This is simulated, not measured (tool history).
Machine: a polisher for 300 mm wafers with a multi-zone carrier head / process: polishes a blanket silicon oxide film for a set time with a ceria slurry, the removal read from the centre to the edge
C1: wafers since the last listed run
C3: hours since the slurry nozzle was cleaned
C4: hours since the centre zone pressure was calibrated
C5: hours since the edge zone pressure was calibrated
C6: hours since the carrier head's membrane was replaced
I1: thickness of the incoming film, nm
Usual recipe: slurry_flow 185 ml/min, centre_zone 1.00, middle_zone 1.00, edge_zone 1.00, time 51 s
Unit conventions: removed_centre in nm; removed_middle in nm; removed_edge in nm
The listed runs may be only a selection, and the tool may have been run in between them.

{"run": 1, "hour": 0.0, "slurry_flow": 185, "centre_zone": 1.0, "middle_zone": 1.0, "edge_zone": 1.0, "time": 42, "C1": 0, "wafers polished on this pad": 503, "C3": 607.8, "C4": 456.9, "C5": 0.5, "C6": 172.2, "I1": 869.4, "removed_centre": 253.5, "removed_middle": 250.9, "removed_edge": 255.0}
{"run": 2, "hour": 37.1, "slurry_flow": 185, "centre_zone": 1.0, "middle_zone": 1.0, "edge_zone": 0.9, "time": 61, "C1": 552, "wafers polished on this pad": 1055, "C3": 644.9, "C4": 494.0, "C5": 37.6, "C6": 209.3, "I1": 834.7, "removed_centre": 372.8, "removed_middle": 362.5, "removed_edge": 353.8}
{"run": 3, "hour": 123.9, "slurry_flow": 235, "centre_zone": 1.05, "middle_zone": 0.94, "edge_zone": 1.0, "time": 51, "C1": 1291, "wafers polished on this pad": 2346, "C3": 731.7, "C4": 580.8, "C5": 124.4, "C6": 296.1, "I1": 841.7, "removed_centre": 335.2, "removed_middle": 295.6, "removed_edge": 311.1}
{"hour": 153.2, "done": "slurry nozzle cleaned"}
{"run": 4, "hour": 205.0, "slurry_flow": 185, "centre_zone": 1.0, "middle_zone": 1.0, "edge_zone": 0.97, "time": 51, "C1": 1191, "wafers polished on this pad": 3538, "C3": 51.8, "C4": 661.9, "C5": 205.5, "C6": 377.2, "I1": 860.4, "removed_centre": 299.9, "removed_middle": 299.2, "removed_edge": 300.2}
{"run": 5, "hour": 267.6, "slurry_flow": 185, "centre_zone": 1.0, "middle_zone": 1.0, "edge_zone": 1.03, "time": 51, "C1": 931, "wafers polished on this pad": 4470, "C3": 114.4, "C4": 724.5, "C5": 268.1, "C6": 439.8, "I1": 842.2, "removed_centre": 304.1, "removed_middle": 290.0, "removed_edge": 300.2}
{"run": 6, "hour": 335.5, "slurry_flow": 185, "centre_zone": 1.0, "middle_zone": 1.0, "edge_zone": 1.0, "time": 51, "C1": 1010, "wafers polished on this pad": 5480, "C3": 182.3, "C4": 792.4, "C5": 336.0, "C6": 507.7, "I1": 851.5, "removed_centre": 295.6, "removed_middle": 289.2, "removed_edge": 294.1}
{"run": 7, "hour": 424.5, "slurry_flow": 185, "centre_zone": 0.9, "middle_zone": 1.05, "edge_zone": 1.0, "time": 51, "C1": 1324, "wafers polished on this pad": 6805, "C3": 271.3, "C4": 881.4, "C5": 425.0, "C6": 596.7, "I1": 853.8, "removed_centre": 265.4, "removed_middle": 294.0, "removed_edge": 289.8}
{"hour": 502.8, "done": "centre zone pressure recalibrated"}
{"run": 8, "hour": 526.1, "slurry_flow": 155, "centre_zone": 1.11, "middle_zone": 1.0, "edge_zone": 1.04, "time": 51, "C1": 1482, "wafers polished on this pad": 8287, "C3": 372.9, "C4": 23.3, "C5": 526.6, "C6": 698.3, "I1": 855.0, "removed_centre": 313.4, "removed_middle": 278.1, "removed_edge": 287.8}
{"run": 9, "hour": 612.0, "slurry_flow": 185, "centre_zone": 1.09, "middle_zone": 1.0, "edge_zone": 1.0, "time": 51, "C1": 1278, "wafers polished on this pad": 9565, "C3": 458.8, "C4": 109.2, "C5": 612.5, "C6": 784.2, "I1": 858.0, "removed_centre": 306.5, "removed_middle": 282.7, "removed_edge": 280.8}
{"hour": 654.4, "done": "carrier head's membrane replaced by a new one"}
{"run": 10, "hour": 717.4, "slurry_flow": 145, "centre_zone": 1.0, "middle_zone": 1.0, "edge_zone": 1.0, "time": 51, "C1": 1494, "wafers polished on this pad": 11059, "C3": 564.2, "C4": 214.6, "C5": 717.9, "C6": 63.0, "I1": 853.3, "removed_centre": 276.1, "removed_middle": 272.7, "removed_edge": 275.2}
{"hour": 734.1, "done": "worn pad replaced by a new one"}
{"hour": 759.3, "done": "edge zone pressure recalibrated"}
{"run": 11, "hour": 806.6, "slurry_flow": 185, "centre_zone": 1.0, "middle_zone": 1.0, "edge_zone": 1.0, "time": 51, "C1": 1238, "wafers polished on this pad": 1049, "C3": 653.4, "C4": 303.8, "C5": 47.3, "C6": 152.2, "I1": 860.8, "removed_centre": 316.9, "removed_middle": 309.2, "removed_edge": 311.5}
{"run": 12, "hour": 895.5, "slurry_flow": 225, "centre_zone": 1.0, "middle_zone": 1.0, "edge_zone": 1.1, "time": 51, "C1": 1322, "wafers polished on this pad": 2372, "C3": 742.3, "C4": 392.7, "C5": 136.2, "C6": 241.1, "I1": 850.4, "removed_centre": 316.9, "removed_middle": 311.3, "removed_edge": 324.7}
{"run": 13, "hour": 932.2, "slurry_flow": 185, "centre_zone": 1.0, "middle_zone": 1.0, "edge_zone": 0.9, "time": 51, "C1": 546, "wafers polished on this pad": 2918, "C3": 779.0, "C4": 429.4, "C5": 172.9, "C6": 277.8, "I1": 846.3, "removed_centre": 317.5, "removed_middle": 299.7, "removed_edge": 295.0}
{"hour": 970.6, "done": "slurry nozzle cleaned"}
{"run": 14, "hour": 1031.2, "slurry_flow": 185, "centre_zone": 1.0, "middle_zone": 1.1, "edge_zone": 0.96, "time": 43, "C1": 1458, "wafers polished on this pad": 4376, "C3": 60.6, "C4": 528.4, "C5": 271.9, "C6": 376.8, "I1": 842.2, "removed_centre": 249.0, "removed_middle": 265.1, "removed_edge": 247.4}
{"run": 15, "hour": 1116.5, "slurry_flow": 185, "centre_zone": 0.93, "middle_zone": 0.88, "edge_zone": 1.0, "time": 43, "C1": 1269, "wafers polished on this pad": 5646, "C3": 145.9, "C4": 613.7, "C5": 357.2, "C6": 462.1, "I1": 854.0, "removed_centre": 236.2, "removed_middle": 231.5, "removed_edge": 252.7}
{"run": 16, "hour": 1208.1, "slurry_flow": 185, "centre_zone": 1.0, "middle_zone": 1.0, "edge_zone": 1.0, "time": 51, "C1": 1363, "wafers polished on this pad": 7009, "C3": 237.5, "C4": 705.3, "C5": 448.8, "C6": 553.7, "I1": 837.2, "removed_centre": 298.6, "removed_middle": 288.0, "removed_edge": 295.0}
{"hour": 1238.3, "done": "centre zone pressure recalibrated"}
{"run": 17, "hour": 1282.3, "slurry_flow": 185, "centre_zone": 1.0, "middle_zone": 1.0, "edge_zone": 1.11, "time": 51, "C1": 1074, "wafers polished on this pad": 8083, "C3": 311.7, "C4": 44.0, "C5": 523.0, "C6": 627.9, "I1": 858.4, "removed_centre": 288.3, "removed_middle": 290.8, "removed_edge": 306.0}
{"run": 18, "hour": 1347.8, "slurry_flow": 220, "centre_zone": 1.0, "middle_zone": 1.0, "edge_zone": 0.91, "time": 51, "C1": 974, "wafers polished on this pad": 9058, "C3": 377.2, "C4": 109.5, "C5": 588.5, "C6": 693.4, "I1": 844.3, "removed_centre": 299.8, "removed_middle": 287.9, "removed_edge": 284.7}
{"run": 19, "hour": 1407.8, "slurry_flow": 135, "centre_zone": 0.89, "middle_zone": 1.11, "edge_zone": 1.0, "time": 51, "C1": 892, "wafers polished on this pad": 9951, "C3": 437.2, "C4": 169.5, "C5": 648.5, "C6": 753.4, "I1": 834.2, "removed_centre": 253.0, "removed_middle": 294.3, "removed_edge": 280.4}
{"run": 20, "hour": 1463.3, "slurry_flow": 185, "centre_zone": 1.0, "middle_zone": 1.0, "edge_zone": 1.0, "time": 60, "C1": 825, "wafers polished on this pad": 10776, "C3": 492.7, "C4": 225.0, "C5": 704.0, "C6": 808.9, "I1": 835.9, "removed_centre": 335.6, "removed_middle": 334.8, "removed_edge": 337.5}
{"hour": 1478.6, "done": "carrier head's membrane replaced by a new one"}
{"run": 21, "hour": 1521.0, "slurry_flow": 185, "centre_zone": 1.0, "middle_zone": 1.0, "edge_zone": 1.0, "time": 37, "C1": 784, "wafers polished on this pad": 11561, "C3": 550.4, "C4": 282.7, "C5": 761.7, "C6": 42.4, "I1": 861.6, "removed_centre": 209.1, "removed_middle": 208.2, "removed_edge": 205.6}
{"hour": 1558.3, "done": "edge zone pressure recalibrated"}
{"hour": 1559.2, "done": "worn pad replaced by a new one"}
{"run": 22, "hour": 1559.7, "slurry_flow": 225, "centre_zone": 1.0, "middle_zone": 1.0, "edge_zone": 1.0, "time": 42, "C1": 532, "wafers polished on this pad": 7, "C3": 589.1, "C4": 321.4, "C5": 1.4, "C6": 81.1, "I1": 841.6, "removed_centre": 260.7, "removed_middle": 258.1, "removed_edge": 260.8}

Selected run-to-run steps in removed_centre, each split into two signed amounts: the part the tool would show with no hidden state at all (from settings, incoming material and random variation), and the remainder, which goes to the hidden state together with any gauge scatter not common to the measured and the hidden-state-free results:
Hidden state at play: removal rate lost through wear of the pad, %; slurry flow missing at the pad, %; deviation of the centre zone's pressure from its setpoint, %; deviation of the edge zone's pressure from its setpoint, %.
Run 1 -> 2: edge_zone 1.00 -> 0.90, time 42 -> 61. removed_centre +119.3 nm: hidden state -3.8, all else +123.1.
Run 10 -> 11: slurry_flow 145 -> 185, worn pad replaced by a new one, edge zone pressure recalibrated. removed_centre +40.8 nm: hidden state +29.3, all else +11.5.
Run 20 -> 21: time 60 -> 37, carrier head's membrane replaced by a new one. removed_centre -126.5 nm: hidden state +10.9, all else -137.4.
Run 21 -> 22: slurry_flow 185 -> 225, time 37 -> 42, edge zone pressure recalibrated, worn pad replaced by a new one. removed_centre +51.6 nm: hidden state +20.0, all else +31.6.
